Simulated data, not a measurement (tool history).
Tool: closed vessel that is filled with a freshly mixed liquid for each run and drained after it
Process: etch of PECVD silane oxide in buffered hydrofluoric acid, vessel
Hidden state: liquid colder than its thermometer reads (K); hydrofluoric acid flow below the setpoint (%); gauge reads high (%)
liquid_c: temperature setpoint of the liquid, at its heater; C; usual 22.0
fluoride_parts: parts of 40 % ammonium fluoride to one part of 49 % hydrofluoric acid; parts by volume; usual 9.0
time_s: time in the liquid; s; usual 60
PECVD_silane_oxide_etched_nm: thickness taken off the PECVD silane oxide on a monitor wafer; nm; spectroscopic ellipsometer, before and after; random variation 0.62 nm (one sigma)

run,hour,liquid_c,fluoride_parts,time_s,wafers since the last listed run,hours since the thermometer was replaced,hours since the hydrofluoric acid flow meter was replaced,hours since the gauge calibration,"read-back film thickness of the PECVD silane oxide reference wafer, read on the same gauge (nm)",PECVD_silane_oxide_etched_nm
1,0.0,22.0,9.0,60,0,2549.0,582.5,542.3,29.96,102.97
2,12.8,26.0,9.0,70,963,2561.8,595.3,555.1,29.99,151.03
3,27.5,22.0,9.0,60,1106,2576.5,610.0,569.8,29.99,102.44
4,52.2,22.0,9.0,60,1859,2601.2,634.7,594.5,30.01,103.01
5,86.4,22.0,9.0,60,2574,2635.4,668.9,628.7,30.00,101.65
6,104.5,22.0,9.0,60,1362,2653.5,687.0,646.8,29.97,102.00
7,133.0,22.0,9.0,60,2145,2682.0,715.5,675.3,30.02,102.05
8,216.9,22.0,9.0,60,6315,2765.9,799.4,759.2,29.98,100.72
9,242.2,18.0,9.0,60,1904,2791.2,824.7,784.5,30.04,79.42
10,265.1,22.0,9.0,60,1723,2814.1,847.6,807.4,30.02,99.73
11,302.8,22.0,9.0,60,2837,2851.8,885.3,845.1,29.98,99.77
12,322.8,19.0,7.5,30,1505,2871.8,905.3,865.1,30.00,49.05
# hour 328.4: gauge calibrated
13,337.5,22.0,10.0,60,1106,2886.5,920.0,9.1,30.02,90.30
14,361.4,26.0,10.5,95,1799,2910.4,943.9,33.0,30.02,168.12
# hour 372.7: hydrofluoric acid flow meter replaced
15,378.6,22.0,9.0,60,1219,2927.6,5.9,50.2,30.00,105.21
16,400.9,22.0,9.0,60,1678,2949.9,28.2,72.5,29.98,104.61
17,436.3,19.5,8.0,80,2664,2985.3,63.6,107.9,29.99,136.03
18,458.2,20.5,11.5,60,1648,3007.2,85.5,129.8,30.02,78.37
19,474.8,22.0,9.0,60,1249,3023.8,102.1,146.4,30.01,102.97
20,487.8,24.0,9.0,30,978,3036.8,115.1,159.4,30.01,57.47
# hour 504.0: thermometer replaced
21,518.9,23.5,10.5,75,2265,14.9,146.2,190.5,30.01,146.79
22,537.0,22.0,9.0,60,1362,33.0,164.3,208.6,30.04,122.86
23,556.4,22.0,9.0,60,1460,52.4,183.7,228.0,29.98,121.70

The next listed run, before its measurement:
24,578.0,22.0,9.0,60,1625,74.0,205.3,249.6,?,?

{"run 24": {"read-back film thickness of the PECVD silane oxide reference wafer, read on the same gauge (nm)": 29.99, "PECVD_silane_oxide_etched_nm": 122.26}}
Without the tool's hidden state the same run would have given PECVD_silane_oxide_etched_nm 126.56 nm.

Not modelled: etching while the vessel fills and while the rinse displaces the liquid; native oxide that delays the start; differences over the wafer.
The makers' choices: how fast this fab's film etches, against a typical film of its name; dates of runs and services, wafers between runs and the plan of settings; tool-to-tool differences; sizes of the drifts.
